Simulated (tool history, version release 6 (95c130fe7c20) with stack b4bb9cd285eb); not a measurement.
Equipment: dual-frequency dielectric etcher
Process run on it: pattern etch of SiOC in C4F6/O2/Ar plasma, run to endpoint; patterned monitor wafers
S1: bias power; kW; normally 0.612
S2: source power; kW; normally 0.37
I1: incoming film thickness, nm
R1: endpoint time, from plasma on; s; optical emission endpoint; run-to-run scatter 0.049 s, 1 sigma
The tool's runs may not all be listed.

run 1 hour=0 | S1=0.612 S2=0.37 | I1=36.39 | R1=11.1
run 2 hour=13.3 | S1=0.554 S2=0.37 | I1=36.2 | R1=11.5
run 3 hour=25.2 | S1=0.554 S2=0.37 | I1=36.07 | R1=11.4
run 4 hour=58.5 | S1=0.554 S2=0.37 | I1=36.29 | R1=11.5
run 5 hour=73.6 | S1=0.612 S2=0.37 | I1=36.21 | R1=10.9
run 6 hour=80.9 | S1=0.612 S2=0.37 | I1=35.79 | R1=10.9
run 7 hour=96.7 | S1=0.612 S2=0.3 | I1=36.27 | R1=12.1
run 8 hour=114 | S1=0.612 S2=0.3 | I1=36.36 | R1=12.1
run 9 hour=123.9 | S1=0.612 S2=0.3 | I1=36.24 | R1=12.1
run 10 hour=131.9 | S1=0.612 S2=0.37 | I1=36.37 | R1=10.9
run 11 hour=145.3 | S1=0.542 S2=0.37 | I1=36.42 | R1=11.5
run 12 hour=160 | S1=0.542 S2=0.37 | I1=36.2 | R1=11.3
run 13 hour=172.8 | S1=0.542 S2=0.37 | I1=36.15 | R1=11.4
run 14 hour=190 | S1=0.612 S2=0.43 | I1=36.22 | R1=10.1
run 15 hour=204.4 | S1=0.612 S2=0.37 | I1=36.07 | R1=10.7
run 16 hour=221.2 | S1=0.612 S2=0.37 | I1=36.19 | R1=10.9
run 17 hour=228 | S1=0.612 S2=0.37 | I1=36.51 | R1=10.9
run 18 hour=244.6 | S1=0.484 S2=0.41 | I1=36.34 | R1=11.3
run 19 hour=257.8 | S1=0.612 S2=0.37 | I1=36.22 | R1=10.7
run 20 hour=264.4 | S1=0.612 S2=0.37 | I1=36.52 | R1=10.9
run 21 hour=299 | S1=0.57 S2=0.29 | I1=36.25 | R1=12.3
run 22 hour=299.3 | S1=0.706 S2=0.46 | I1=36.3 | R1=9.2
run 23 hour=303.7 | S1=0.612 S2=0.3 | I1=36.24 | R1=11.9
run 24 hour=330.7 | S1=0.671 S2=0.29 | I1=36.27 | R1=12.2
run 25 hour=331 | S1=0.612 S2=0.37 | I1=36.06 | R1=11.1
run 26 hour=339.3 | S1=0.715 S2=0.29 | I1=36.47 | R1=12
run 27 hour=356.1 | S1=0.555 S2=0.31 | I1=36.13 | R1=12.6
run 28 hour=362.5 | S1=0.56 S2=0.41 | I1=36.02 | R1=10.8
run 29 hour=373.1 | S1=0.612 S2=0.37 | I1=35.97 | R1=11
run 30 hour=384 | S1=0.612 S2=0.41 | I1=36.11 | R1=10.5
run 31 hour=395.8 | S1=0.612 S2=0.33 | I1=36.26 | R1=11.7
run 32 hour=404.9 | S1=0.706 S2=0.33 | I1=37.01 | R1=11.3
run 33 hour=422.6 | S1=0.56 S2=0.43 | I1=36.02 | R1=10.6
run 34 hour=441 | S1=0.554 S2=0.37 | I1=36.22 | R1=11.5
run 35 hour=457.2 | S1=0.706 S2=0.32 | I1=36.61 | R1=11.3

Taken out of this log: 4 entries between the listed runs. Where each belongs, and how the hidden state differs across it:
After run 18, before run 19: bias power generator calibrated (hour 251.4)
  etch rate over this chamber's usual, %: 3.77 -> 3.91
  the result without the hidden state subtracted from the measured one, R1: -0.4 -> -0.4 s
After run 20, before run 21: upper electrode replaced (hour 298.5)
  etch rate over this chamber's usual, %: 3.98 -> 4.35
  the result without the hidden state subtracted from the measured one, R1: -0.4 -> -0.6 s
After run 23, before run 24: source power generator calibrated (hour 313.4); wet clean of the chamber (hour 330.2)
  etch rate over this chamber's usual, %: 4.4 -> -0.0609
  the result without the hidden state subtracted from the measured one, R1: -0.5 -> +0 s
